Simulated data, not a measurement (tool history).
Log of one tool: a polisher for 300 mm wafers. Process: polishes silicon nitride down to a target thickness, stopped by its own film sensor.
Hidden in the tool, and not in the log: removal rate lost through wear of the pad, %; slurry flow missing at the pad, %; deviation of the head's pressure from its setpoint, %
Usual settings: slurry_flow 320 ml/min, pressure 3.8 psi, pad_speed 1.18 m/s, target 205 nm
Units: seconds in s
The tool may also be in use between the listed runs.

run,day,slurry_flow,pressure,pad_speed,target,wafers since the last listed run,wafers polished on this pad,hours since the slurry nozzle was cleaned,hours since the head pressure was calibrated,"incoming thickness of the incoming film, nm",seconds
1,0.000,320,3.8,1.18,161,0,674,217.0,176.9,372.3,128.8
2,0.425,320,3.8,1.18,161,104,779,227.2,187.1,370.6,127.8
3,0.742,320,3.8,1.18,161,78,857,234.8,194.7,367.0,122.6
4,2.350,320,3.8,1.18,176,396,1254,273.4,233.3,371.2,118.4
5,2.746,320,3.8,1.18,205,97,1351,282.9,242.8,371.4,101.7
6,3.079,320,3.8,1.18,205,82,1434,290.9,250.8,369.1,101.4
# day 3.254: worn pad replaced by a new one
7,3.354,320,3.8,1.18,205,26,25,297.5,257.4,369.4,90.5
8,3.708,320,3.8,1.18,205,87,112,306.0,265.9,368.5,86.6
9,4.350,320,3.8,1.18,205,158,270,321.4,281.3,366.3,89.6
10,5.079,320,3.8,1.18,205,179,450,338.9,298.8,371.6,96.9
11,5.479,320,3.1,1.18,205,98,549,348.5,308.4,369.1,112.3
12,5.929,320,3.1,1.18,205,110,660,359.3,319.2,367.2,109.4
13,6.562,320,3.8,1.18,205,156,816,374.5,334.4,363.6,95.5
# day 8.425: head pressure recalibrated
14,8.692,320,3.8,1.18,205,504,1320,425.6,6.4,372.7,100.9
# day 9.058: worn pad replaced by a new one
15,9.204,320,3.8,1.18,205,85,36,437.9,18.7,364.5,87.0
16,9.746,320,3.8,1.18,205,133,169,450.9,31.7,373.7,93.8
17,10.388,320,3.8,1.18,205,158,328,466.3,47.1,373.1,96.4
18,10.962,320,3.8,1.18,205,141,469,480.1,60.9,362.9,90.4
19,11.246,250,3.8,1.52,205,69,539,486.9,67.7,373.5,80.6
20,11.762,320,3.8,1.18,260,127,667,499.3,80.1,377.2,68.3
21,12.100,370,3.8,0.90,205,83,750,507.4,88.2,371.2,120.1
22,12.817,320,3.8,1.18,205,176,927,524.6,105.4,368.0,93.3
23,13.504,215,4.6,1.02,252,169,1096,541.1,121.9,374.3,72.2
24,13.838,320,3.8,1.34,205,82,1178,549.1,129.9,375.4,90.8
# day 14.300: worn pad replaced by a new one, of another model than before
25,14.321,320,3.3,1.18,262,78,5,560.7,141.5,376.7,70.8

Forecast run 26:
26,14.688,320,3.8,1.18,205,90,95,569.5,150.3,367.8,?

{"run 26": {"seconds": 90.6}}
Without the tool's hidden state the same run would have given seconds 88.1 s.

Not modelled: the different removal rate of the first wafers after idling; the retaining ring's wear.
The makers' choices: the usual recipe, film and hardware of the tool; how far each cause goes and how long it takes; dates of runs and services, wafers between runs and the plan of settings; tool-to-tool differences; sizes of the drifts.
